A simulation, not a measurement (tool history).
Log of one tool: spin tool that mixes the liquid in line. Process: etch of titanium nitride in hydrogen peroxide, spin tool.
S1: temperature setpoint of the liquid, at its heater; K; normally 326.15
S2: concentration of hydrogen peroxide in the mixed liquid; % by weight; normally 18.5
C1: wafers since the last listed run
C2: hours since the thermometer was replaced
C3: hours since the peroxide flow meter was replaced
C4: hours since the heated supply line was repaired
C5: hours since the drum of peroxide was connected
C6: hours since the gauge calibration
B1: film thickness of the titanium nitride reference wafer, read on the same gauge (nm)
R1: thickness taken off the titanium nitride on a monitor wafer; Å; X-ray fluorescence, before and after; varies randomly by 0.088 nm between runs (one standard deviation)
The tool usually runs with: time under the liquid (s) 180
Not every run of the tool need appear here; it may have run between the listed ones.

run 1 hour=0 | S1=326.15 S2=18.5 time_under_the_liquid_(s)=180 | C1=0 C2=1266.5 C3=500 C4=2925.9 C5=46.9 C6=1000 | B1=110.03 | R1=129.3
run 2 hour=51.3 | S1=326.15 S2=18.5 time_under_the_liquid_(s)=180 | C1=358 C2=1317.8 C3=551.3 C4=2977.2 C5=98.2 C6=1051.3 | B1=109.99 | R1=128
run 3 hour=134.1 | S1=326.15 S2=18.5 time_under_the_liquid_(s)=180 | C1=578 C2=1400.6 C3=634.1 C4=3060 C5=181 C6=1134.1 | B1=109.98 | R1=127.4
run 4 hour=240.5 | S1=326.15 S2=18.5 time_under_the_liquid_(s)=180 | C1=743 C2=1507 C3=740.5 C4=3166.4 C5=287.4 C6=1240.5 | B1=109.98 | R1=127.3
run 5 hour=323.1 | S1=326.15 S2=18.5 time_under_the_liquid_(s)=180 | C1=577 C2=1589.6 C3=823.1 C4=3249 C5=370 C6=1323.1 | B1=110.01 | R1=127.6
run 6 hour=401.5 | S1=326.15 S2=18.5 time_under_the_liquid_(s)=180 | C1=547 C2=1668 C3=901.5 C4=3327.4 C5=448.4 C6=1401.5 | B1=110.01 | R1=128.4
run 7 hour=467.7 | S1=326.15 S2=18.5 time_under_the_liquid_(s)=180 | C1=462 C2=1734.2 C3=967.7 C4=3393.6 C5=514.6 C6=1467.7 | B1=110.01 | R1=126.9
-- hour=541.8 gauge calibrated
-- hour=563.8 new drum of peroxide connected
run 8 hour=574.3 | S1=323.65 S2=18.5 time_under_the_liquid_(s)=180 | C1=737 C2=1840.8 C3=1074.3 C4=3500.2 C5=10.5 C6=32.5 | B1=109.99 | R1=105.5
run 9 hour=642.6 | S1=323.65 S2=18.5 time_under_the_liquid_(s)=180 | C1=477 C2=1909.1 C3=1142.6 C4=3568.5 C5=78.8 C6=100.8 | B1=110.02 | R1=106
-- hour=829.7 heated supply line repaired
run 10 hour=930.8 | S1=331.15 S2=21.5 time_under_the_liquid_(s)=115 | C1=2006 C2=2197.3 C3=1430.8 C4=101.1 C5=367 C6=389 | B1=109.99 | R1=113.4
run 11 hour=994.1 | S1=335.15 S2=22 time_under_the_liquid_(s)=150 | C1=442 C2=2260.6 C3=1494.1 C4=164.4 C5=430.3 C6=452.3 | B1=110 | R1=192.1
-- hour=1042.3 peroxide flow meter replaced
run 12 hour=1052.7 | S1=319.65 S2=16.5 time_under_the_liquid_(s)=180 | C1=402 C2=2319.2 C3=10.4 C4=223 C5=488.9 C6=510.9 | B1=110.01 | R1=73
-- hour=1074.9 heated supply line repaired, repeated, since the last time left the tool worse
run 13 hour=1141.7 | S1=326.15 S2=18.5 time_under_the_liquid_(s)=180 | C1=614 C2=2408.2 C3=99.4 C4=66.8 C5=577.9 C6=599.9 | B1=109.99 | R1=138
-- hour=1180.7 new drum of peroxide connected
run 14 hour=1188.6 | S1=326.15 S2=18.5 time_under_the_liquid_(s)=220 | C1=320 C2=2455.1 C3=146.3 C4=113.7 C5=7.9 C6=646.8 | B1=110 | R1=167.2
-- hour=1194.7 thermometer replaced
run 15 hour=1490.5 | S1=323.15 S2=18.5 time_under_the_liquid_(s)=255 | C1=2102 C2=295.8 C3=448.2 C4=415.6 C5=309.8 C6=948.7 | B1=109.99 | R1=157
run 16 hour=1536.7 | S1=319.15 S2=18.5 time_under_the_liquid_(s)=120 | C1=322 C2=342 C3=494.4 C4=461.8 C5=356 C6=994.9 | B1=110.01 | R1=55.2
run 17 hour=1624.4 | S1=326.15 S2=18.5 time_under_the_liquid_(s)=180 | C1=612 C2=429.7 C3=582.1 C4=549.5 C5=443.7 C6=1082.6 | B1=110 | R1=136
run 18 hour=1694.6 | S1=326.15 S2=18.5 time_under_the_liquid_(s)=180 | C1=490 C2=499.9 C3=652.3 C4=619.7 C5=513.9 C6=1152.8 | B1=109.97 | R1=136

Results for each run, recomputed without the tool's hidden state and with each run's random variation untouched:
Unlogged tool condition in this case: liquid colder than its thermometer reads (K); peroxide flow above the setpoint (%); temperature lost on the way to the wafer (K); peroxide weaker than its label (%); gauge reads high (%).
run=1 R1=139.5
run=2 R1=138.2
run=3 R1=137.9
run=4 R1=138.2
run=5 R1=138.7
run=6 R1=139.9
run=7 R1=138.5
run=8 R1=115.7
run=9 R1=116.3
run=10 R1=131.4
run=11 R1=222.3
run=12 R1=85.9
run=13 R1=138.9
run=14 R1=168.5
run=15 R1=159.5
run=16 R1=56.2
run=17 R1=138.7
run=18 R1=138.9
